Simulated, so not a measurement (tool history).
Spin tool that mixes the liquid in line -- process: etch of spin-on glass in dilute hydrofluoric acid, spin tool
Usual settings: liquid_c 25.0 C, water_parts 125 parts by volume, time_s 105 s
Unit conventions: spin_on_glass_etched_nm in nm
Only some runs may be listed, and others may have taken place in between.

run	hour	liquid_c	water_parts	time_s	read-back film thickness of the spin-on glass reference wafer, read on the same gauge (nm)	spin_on_glass_etched_nm
1	0.0	28.0	125	105	30.03	25.58
2	39.4	25.0	125	105	30.00	22.93
3	77.3	25.0	125	105	29.96	22.82
4	116.1	25.0	125	105	30.01	22.72
# hour 135.1: thermometer replaced
5	155.1	25.0	125	105	30.00	23.01
6	202.6	25.0	125	105	29.99	22.93
7	276.4	25.0	125	105	30.01	22.82
8	343.5	25.0	125	105	29.96	22.56
9	428.1	25.0	125	105	30.03	23.00
10	480.1	25.0	125	105	29.96	22.95
11	584.1	25.0	125	105	30.00	23.19
# hour 784.2: thermometer replaced
12	874.0	20.0	165	135	30.02	17.67
13	934.1	29.0	125	160	30.02	40.99
# hour 1028.3: gauge calibrated
14	1036.9	25.0	125	105	30.03	23.15
# hour 1119.6: hydrofluoric acid flow meter replaced
15	1139.0	25.0	125	105	29.94	22.20
16	1223.1	25.0	125	45	30.00	9.50
17	1279.9	21.5	70	125	29.99	43.92
18	1373.2	25.0	65	80	29.97	35.29
19	1431.2	25.0	85	105	30.01	34.84
# hour 1474.7: thermometer replaced
20	1536.3	22.5	125	170	30.00	32.75
21	1618.2	20.0	70	145	30.01	48.16

Predict each of these 4 candidate next runs independently; none follows another, all start after run 21:
A	1618.6	21.5	125	105	?	?
B	1618.6	21.5	145	105	?	?
C	1618.6	28.0	160	55	?	?
D	1618.6	21.5	150	140	?	?

run	read-back film thickness of the spin-on glass reference wafer, read on the same gauge (nm)	spin_on_glass_etched_nm
A	30.03	19.80
B	30.03	16.70
C	30.03	9.97
D	30.03	21.41
Stripped of hidden state, with their random variation kept, the same runs would have yielded:
run	spin_on_glass_etched_nm
A	19.52
B	16.46
C	9.82
D	21.11
